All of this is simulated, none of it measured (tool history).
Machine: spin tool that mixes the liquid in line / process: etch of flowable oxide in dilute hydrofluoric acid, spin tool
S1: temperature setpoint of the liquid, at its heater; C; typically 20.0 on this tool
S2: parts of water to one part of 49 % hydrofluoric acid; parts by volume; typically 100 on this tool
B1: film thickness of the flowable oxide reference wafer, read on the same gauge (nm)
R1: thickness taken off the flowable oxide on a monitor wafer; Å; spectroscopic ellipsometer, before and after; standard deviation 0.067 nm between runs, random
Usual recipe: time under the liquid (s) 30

{"run": 1, "hour": 0.0, "S1": 20.0, "S2": 100, "time under the liquid (s)": 30, "B1": 100.01, "R1": 87.2}
{"run": 2, "hour": 77.5, "S1": 20.0, "S2": 100, "time under the liquid (s)": 30, "B1": 100.01, "R1": 85.0}
{"run": 3, "hour": 147.5, "S1": 20.0, "S2": 100, "time under the liquid (s)": 30, "B1": 99.98, "R1": 84.3}
{"run": 4, "hour": 242.3, "S1": 20.0, "S2": 100, "time under the liquid (s)": 30, "B1": 99.99, "R1": 83.3}
{"run": 5, "hour": 313.1, "S1": 20.0, "S2": 100, "time under the liquid (s)": 30, "B1": 99.99, "R1": 84.5}
{"run": 6, "hour": 381.5, "S1": 20.0, "S2": 100, "time under the liquid (s)": 30, "B1": 100.0, "R1": 84.5}
{"run": 7, "hour": 445.9, "S1": 20.0, "S2": 100, "time under the liquid (s)": 30, "B1": 100.0, "R1": 81.8}
{"run": 8, "hour": 502.5, "S1": 20.0, "S2": 100, "time under the liquid (s)": 30, "B1": 100.02, "R1": 82.9}
{"hour": 541.2, "done": "hydrofluoric acid flow meter replaced"}
{"run": 9, "hour": 560.9, "S1": 20.0, "S2": 100, "time under the liquid (s)": 30, "B1": 100.01, "R1": 86.6}
{"run": 10, "hour": 620.5, "S1": 20.0, "S2": 100, "time under the liquid (s)": 30, "B1": 100.02, "R1": 85.9}
{"run": 11, "hour": 665.8, "S1": 20.0, "S2": 100, "time under the liquid (s)": 30, "B1": 100.0, "R1": 85.9}
{"run": 12, "hour": 730.0, "S1": 20.0, "S2": 100, "time under the liquid (s)": 30, "B1": 100.0, "R1": 84.1}
{"run": 13, "hour": 781.7, "S1": 17.0, "S2": 100, "time under the liquid (s)": 40, "B1": 100.01, "R1": 98.9}
{"run": 14, "hour": 863.4, "S1": 17.0, "S2": 100, "time under the liquid (s)": 40, "B1": 100.0, "R1": 99.4}
{"run": 15, "hour": 932.0, "S1": 20.0, "S2": 100, "time under the liquid (s)": 30, "B1": 99.99, "R1": 83.6}
{"run": 16, "hour": 1010.7, "S1": 21.5, "S2": 55, "time under the liquid (s)": 15, "B1": 100.01, "R1": 85.8}
{"run": 17, "hour": 1048.1, "S1": 24.5, "S2": 60, "time under the liquid (s)": 20, "B1": 100.01, "R1": 116.9}
{"run": 18, "hour": 1121.8, "S1": 20.0, "S2": 100, "time under the liquid (s)": 30, "B1": 100.0, "R1": 81.5}
{"run": 19, "hour": 1199.9, "S1": 20.0, "S2": 100, "time under the liquid (s)": 30, "B1": 100.02, "R1": 81.5}
{"hour": 1244.2, "done": "thermometer replaced"}
{"hour": 1247.4, "done": "hydrofluoric acid flow meter replaced"}
{"run": 20, "hour": 1265.2, "S1": 20.0, "S2": 80, "time under the liquid (s)": 40, "B1": 100.01, "R1": 149.1}
{"hour": 1277.2, "done": "gauge calibrated"}
{"run": 21, "hour": 1315.7, "S1": 20.0, "S2": 100, "time under the liquid (s)": 30, "B1": 99.99, "R1": 86.1}
{"run": 22, "hour": 1393.8, "S1": 20.0, "S2": 100, "time under the liquid (s)": 30, "B1": 99.98, "R1": 85.5}
{"run": 23, "hour": 1480.4, "S1": 18.5, "S2": 130, "time under the liquid (s)": 45, "B1": 99.99, "R1": 89.4}
{"run": 24, "hour": 1516.6, "S1": 22.5, "S2": 150, "time under the liquid (s)": 25, "B1": 100.0, "R1": 48.8}
{"run": 25, "hour": 1594.2, "S1": 20.0, "S2": 100, "time under the liquid (s)": 15, "B1": 99.98, "R1": 42.3}
{"run": 26, "hour": 1630.7, "S1": 17.0, "S2": 135, "time under the liquid (s)": 45, "B1": 99.99, "R1": 78.4}
{"run": 27, "hour": 1832.4, "S1": 20.0, "S2": 100, "time under the liquid (s)": 20, "B1": 100.0, "R1": 55.9}
{"run": 28, "hour": 1906.1, "S1": 20.0, "S2": 140, "time under the liquid (s)": 20, "B1": 100.02, "R1": 36.8}
{"hour": 1958.6, "done": "hydrofluoric acid flow meter replaced"}
{"run": 29, "hour": 1994.8, "S1": 18.0, "S2": 55, "time under the liquid (s)": 30, "B1": 100.03, "R1": 154.4}

Consider 3 possible next runs. They are alternatives, not a sequence: every one starts from the tool as it was left by run 29. What does each give?
{"run": "A", "hour": 1995.2, "S1": 20.0, "S2": 100, "time under the liquid (s)": 30, "B1": "?", "R1": "?"}
{"run": "B", "hour": 1995.2, "S1": 17.5, "S2": 100, "time under the liquid (s)": 30, "B1": "?", "R1": "?"}
{"run": "C", "hour": 1995.2, "S1": 17.0, "S2": 120, "time under the liquid (s)": 30, "B1": "?", "R1": "?"}

run=A B1=100.01 R1=87.2
run=B B1=100.01 R1=78.6
run=C B1=100.01 R1=62.8
Stripped of hidden state, with their random variation kept, the same runs would have yielded:
run=A R1=87.7
run=B R1=79.1
run=C R1=63.2
